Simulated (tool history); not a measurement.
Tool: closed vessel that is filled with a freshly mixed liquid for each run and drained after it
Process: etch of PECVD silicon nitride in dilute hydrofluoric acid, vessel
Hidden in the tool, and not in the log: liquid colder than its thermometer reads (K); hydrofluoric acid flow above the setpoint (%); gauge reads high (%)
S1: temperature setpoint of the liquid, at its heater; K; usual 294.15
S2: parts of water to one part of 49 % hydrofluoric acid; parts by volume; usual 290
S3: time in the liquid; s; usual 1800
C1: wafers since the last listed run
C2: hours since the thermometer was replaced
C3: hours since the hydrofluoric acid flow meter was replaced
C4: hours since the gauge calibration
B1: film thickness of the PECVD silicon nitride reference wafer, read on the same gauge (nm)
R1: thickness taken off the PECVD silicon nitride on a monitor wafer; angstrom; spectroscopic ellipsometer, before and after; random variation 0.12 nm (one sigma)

| run | hour | S1 | S2 | S3 | C1 | C2 | C3 | C4 | B1 | R1 |
|---|---|---|---|---|---|---|---|---|---|---|
| 1 | 0 | 294.15 | 290 | 1800 | 0 | 154.7 | 1382.3 | 1695.4 | 70.01 | 183.4 |
|  | 10.6 | hydrofluoric acid flow meter replaced |
| 2 | 100.3 | 294.15 | 290 | 1800 | 4196 | 255 | 89.7 | 1795.7 | 69.99 | 182.8 |
| 3 | 189 | 294.15 | 290 | 1215 | 3748 | 343.7 | 178.4 | 1884.4 | 69.98 | 122.7 |
| 4 | 255.7 | 294.15 | 290 | 1215 | 2818 | 410.4 | 245.1 | 1951.1 | 70 | 123.6 |
| 5 | 343.8 | 297.15 | 290 | 1800 | 3723 | 498.5 | 333.2 | 2039.2 | 70 | 217.5 |
| 6 | 400.9 | 297.15 | 290 | 1800 | 2413 | 555.6 | 390.3 | 2096.3 | 69.99 | 217.3 |
| 7 | 501.2 | 297.15 | 290 | 1800 | 4238 | 655.9 | 490.6 | 2196.6 | 70 | 223.9 |
| 8 | 548.6 | 294.15 | 290 | 1800 | 2003 | 703.3 | 538 | 2244 | 70 | 184.5 |
|  | 584.9 | thermometer replaced |
| 9 | 606.5 | 294.15 | 290 | 1800 | 2404 | 21.6 | 595.9 | 2301.9 | 70 | 181.3 |
| 10 | 697.9 | 294.15 | 290 | 1800 | 3862 | 113 | 687.3 | 2393.3 | 70.01 | 184.4 |
| 11 | 785 | 294.15 | 290 | 1800 | 3681 | 200.1 | 774.4 | 2480.4 | 69.98 | 182.2 |
| 12 | 890.2 | 294.15 | 290 | 1800 | 4446 | 305.3 | 879.6 | 2585.6 | 70.01 | 182 |
| 13 | 987.8 | 294.15 | 345 | 990 | 4124 | 402.9 | 977.2 | 2683.2 | 69.99 | 84.8 |
| 14 | 1064.4 | 294.15 | 210 | 1800 | 3237 | 479.5 | 1053.8 | 2759.8 | 69.99 | 250.3 |
| 15 | 1122.7 | 294.15 | 290 | 1800 | 2463 | 537.8 | 1112.1 | 2818.1 | 70 | 181.8 |
|  | 1128.3 | gauge calibrated |
| 16 | 1178.7 | 291.15 | 375 | 2830 | 2366 | 593.8 | 1168.1 | 50.4 | 69.99 | 186.7 |
| 17 | 1241.6 | 298.65 | 290 | 2105 | 2658 | 656.7 | 1231 | 113.3 | 70 | 281.5 |
|  | 1281.6 | thermometer replaced |
|  | 1304.3 | hydrofluoric acid flow meter replaced |
| 18 | 1327.1 | 290.15 | 435 | 1800 | 3528 | 45.5 | 22.8 | 198.8 | 70 | 96.5 |
| 19 | 1376.1 | 290.15 | 290 | 2100 | 2070 | 94.5 | 71.8 | 247.8 | 70.02 | 165.7 |
| 20 | 1453.9 | 294.15 | 240 | 1800 | 3288 | 172.3 | 149.6 | 325.6 | 69.99 | 221.9 |
| 21 | 1506.6 | 294.15 | 425 | 1800 | 2227 | 225 | 202.3 | 378.3 | 70.01 | 124.9 |
| 22 | 1592.8 | 294.15 | 290 | 1800 | 3643 | 311.2 | 288.5 | 464.5 | 70.01 | 182 |
| 23 | 1632 | 294.15 | 290 | 1800 | 1656 | 350.4 | 327.7 | 503.7 | 69.99 | 183.1 |
| 24 | 1719.1 | 294.15 | 290 | 1215 | 3681 | 437.5 | 414.8 | 590.8 | 70 | 122.2 |
| 25 | 1799.7 | 294.15 | 290 | 975 | 3406 | 518.1 | 495.4 | 671.4 | 69.99 | 98.8 |
| 26 | 1839.7 | 297.15 | 235 | 2365 | 1690 | 558.1 | 535.4 | 711.4 | 70 | 358.2 |
| 27 | 1914.4 | 294.15 | 290 | 1800 | 3157 | 632.8 | 610.1 | 786.1 | 70 | 181.7 |
|  | 1944.7 | thermometer replaced |
| 28 | 2016.2 | 294.15 | 290 | 1800 | 4260 | 71.5 | 711.9 | 887.9 | 69.97 | 184.1 |
| 29 | 2124 | 298.65 | 365 | 2760 | 4555 | 179.3 | 819.7 | 995.7 | 69.99 | 293.3 |
| 30 | 2315 | 294.15 | 290 | 1800 | 8072 | 370.3 | 1010.7 | 1186.7 | 69.99 | 183.2 |
| 31 | 2386.2 | 294.15 | 420 | 1800 | 3009 | 441.5 | 1081.9 | 1257.9 | 70.01 | 125.9 |
| 32 | 2441.1 | 294.15 | 290 | 2085 | 2320 | 496.4 | 1136.8 | 1312.8 | 70.01 | 211.2 |
| 33 | 2518.7 | 297.15 | 180 | 735 | 3279 | 574 | 1214.4 | 1390.4 | 70.01 | 144.4 |

Forecast each of these 3 alternatives for the next run:
| A | 2519.9 | 294.15 | 290 | 1800 | 50 | 575.2 | 1215.6 | 1391.6 | ? | ? |
| B | 2519.9 | 291.65 | 380 | 2095 | 50 | 575.2 | 1215.6 | 1391.6 | ? | ? |
| C | 2519.9 | 290.15 | 290 | 1800 | 50 | 575.2 | 1215.6 | 1391.6 | ? | ? |

| run | B1 | R1 |
|---|---|---|
| A | 70 | 182.7 |
| B | 70 | 140 |
| C | 70 | 141.3 |
Without the tool's hidden state the same runs would have given:
| run | R1 |
|---|---|
| A | 182.7 |
| B | 140 |
| C | 141.3 |
